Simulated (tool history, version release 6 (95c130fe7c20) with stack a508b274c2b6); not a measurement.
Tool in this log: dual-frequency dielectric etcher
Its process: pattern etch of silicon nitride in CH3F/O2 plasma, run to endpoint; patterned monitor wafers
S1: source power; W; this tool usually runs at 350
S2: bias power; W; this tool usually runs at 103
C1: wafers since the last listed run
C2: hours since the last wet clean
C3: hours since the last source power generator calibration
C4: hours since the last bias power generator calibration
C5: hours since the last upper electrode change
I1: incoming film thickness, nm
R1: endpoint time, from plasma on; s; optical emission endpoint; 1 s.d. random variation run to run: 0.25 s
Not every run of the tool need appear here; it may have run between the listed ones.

Run 1, hour 0: usual settings; C1 0; C2 146.4; C3 1880; C4 2421.5; C5 1042.2; I1 63.6. Result: R1 59.3 s.
Run 2, hour 105.2: usual settings; C1 922; C2 251.6; C3 1985.2; C4 2526.7; C5 1147.4; I1 62.5. Result: R1 58.2 s.
Run 3, hour 170.1: usual settings; C1 569; C2 316.5; C3 2050.1; C4 2591.6; C5 1212.3; I1 62.2. Result: R1 57.3 s.
Run 4, hour 209.5: usual settings; C1 345; C2 355.9; C3 2089.5; C4 2631; C5 1251.7; I1 62.9. Result: R1 57.5 s.
At hour 274.6: wet clean of the chamber.
Run 5, hour 285.2: usual settings; C1 453; C2 10.6; C3 2165.2; C4 2706.7; C5 1327.4; I1 62.4. Result: R1 58.1 s.
Run 6, hour 321.9: usual settings; C1 321; C2 47.3; C3 2201.9; C4 2743.4; C5 1364.1; I1 62.5. Result: R1 58.1 s.
Run 7, hour 418.2: usual settings; C1 844; C2 143.6; C3 2298.2; C4 2839.7; C5 1460.4; I1 62.6. Result: R1 57.7 s.
Run 8, hour 514.8: usual settings; C1 846; C2 240.2; C3 2394.8; C4 2936.3; C5 1557; I1 62. Result: R1 56.5 s.
Run 9, hour 572.5: usual settings but S1 380 W; C1 505; C2 297.9; C3 2452.5; C4 2994; C5 1614.7; I1 63. Result: R1 56 s.
At hour 751.1: wet clean of the chamber.
Run 10, hour 777.2: usual settings but S1 380 W; C1 1584; C2 26.1; C3 2657.2; C4 3198.7; C5 1819.4; I1 62.5. Result: R1 57.8 s.
At hour 886: bias power generator calibrated.
Run 11, hour 886.5: usual settings but S1 380 W; C1 923; C2 135.4; C3 2766.5; C4 0.5; C5 1928.7; I1 62.4. Result: R1 57.2 s.
Run 12, hour 955.3: usual settings but S1 410 W, S2 109 W; C1 603; C2 204.2; C3 2835.3; C4 69.3; C5 1997.5; I1 63. Result: R1 54.8 s.
Run 13, hour 1031.6: usual settings but S1 410 W, S2 109 W; C1 668; C2 280.5; C3 2911.6; C4 145.6; C5 2073.8; I1 63.2. Result: R1 54.6 s.
Run 14, hour 1093.1: usual settings but S1 420 W; C1 539; C2 342; C3 2973.1; C4 207.1; C5 2135.3; I1 62.7. Result: R1 54.2 s.
Run 15, hour 1195.5: usual settings but S1 320 W, S2 90 W; C1 897; C2 444.4; C3 3075.5; C4 309.5; C5 2237.7; I1 63.2. Result: R1 61.6 s.
At hour 1247.2: wet clean of the chamber.
Run 16, hour 1277.2: usual settings but S1 400 W, S2 120 W; C1 505; C2 30; C3 3157.2; C4 391.2; C5 2319.4; I1 62.9. Result: R1 54.6 s.
Run 17, hour 1379.9: usual settings; C1 900; C2 132.7; C3 3259.9; C4 493.9; C5 2422.1; I1 62.3. Result: R1 58.2 s.
Run 18, hour 1484.8: usual settings but S1 410 W, S2 111 W; C1 919; C2 237.6; C3 3364.8; C4 598.8; C5 2527; I1 62.3. Result: R1 53.9 s.
Run 19, hour 1556.1: usual settings but S1 280 W, S2 90 W; C1 625; C2 308.9; C3 3436.1; C4 670.1; C5 2598.3; I1 62.5. Result: R1 64.2 s.
At hour 1628.9: upper electrode replaced, of another model than before.
Run 20, hour 1635.8: usual settings; C1 488; C2 388.6; C3 3515.8; C4 749.8; C5 6.9; I1 63.3. Result: R1 57.8 s.
At hour 1715.9: wet clean of the chamber.
Run 21, hour 1716.4: usual settings but S1 420 W, S2 93 W; C1 496; C2 0.5; C3 3596.4; C4 830.4; C5 87.5; I1 63.5. Result: R1 60.9 s.
At hour 1725.1: source power generator calibrated.
Run 22, hour 1785.2: usual settings but S2 111 W; C1 568; C2 69.3; C3 60.1; C4 899.2; C5 156.3; I1 62.4. Result: R1 56.3 s.
Run 23, hour 1830.2: usual settings; C1 394; C2 114.3; C3 105.1; C4 944.2; C5 201.3; I1 62.4. Result: R1 58.2 s.
Run 24, hour 1937: usual settings but S2 124 W; C1 936; C2 221.1; C3 211.9; C4 1051; C5 308.1; I1 61.8. Result: R1 52 s.
Run 25, hour 2011: usual settings but S2 83 W; C1 648; C2 295.1; C3 285.9; C4 1125; C5 382.1; I1 62.5. Result: R1 63.6 s.
At hour 2165.6: wet clean of the chamber.
Run 26, hour 2205.2: usual settings; C1 1492; C2 39.6; C3 480.1; C4 1319.2; C5 576.3; I1 62.4. Result: R1 59 s.
Run 27, hour 2252.1: usual settings but S1 390 W, S2 116 W; C1 411; C2 86.5; C3 527; C4 1366.1; C5 623.2; I1 62.6. Result: R1 54.4 s.

Alternative continuations, all from the tool just after run 27; predict every row:
Run A, hour 2252.6: usual settings but S2 115 W; C1 4; C2 87; C3 527.5; C4 1366.6; C5 623.7; I1 62.8. Result: R1 ?.
Run B, hour 2252.6: usual settings but S1 410 W, S2 115 W; C1 4; C2 87; C3 527.5; C4 1366.6; C5 623.7; I1 62.8. Result: R1 ?.
Run C, hour 2252.6: usual settings but S1 440 W, S2 115 W; C1 4; C2 87; C3 527.5; C4 1366.6; C5 623.7; I1 62.8. Result: R1 ?.
Run D, hour 2252.6: usual settings but S2 85 W; C1 4; C2 87; C3 527.5; C4 1366.6; C5 623.7; I1 62.8. Result: R1 ?.
Run E, hour 2252.6: usual settings but S1 390 W; C1 4; C2 87; C3 527.5; C4 1366.6; C5 623.7; I1 62.8. Result: R1 ?.

run    R1
  A  55.5
  B  53.9
  C  53.1
  D  64.8
  E  57.5
With the hidden condition removed and each run's random variation left untouched, the same runs would have given:
run    R1
  A  55.8
  B  54.1
  C  53.4
  D  65.2
  E  57.8
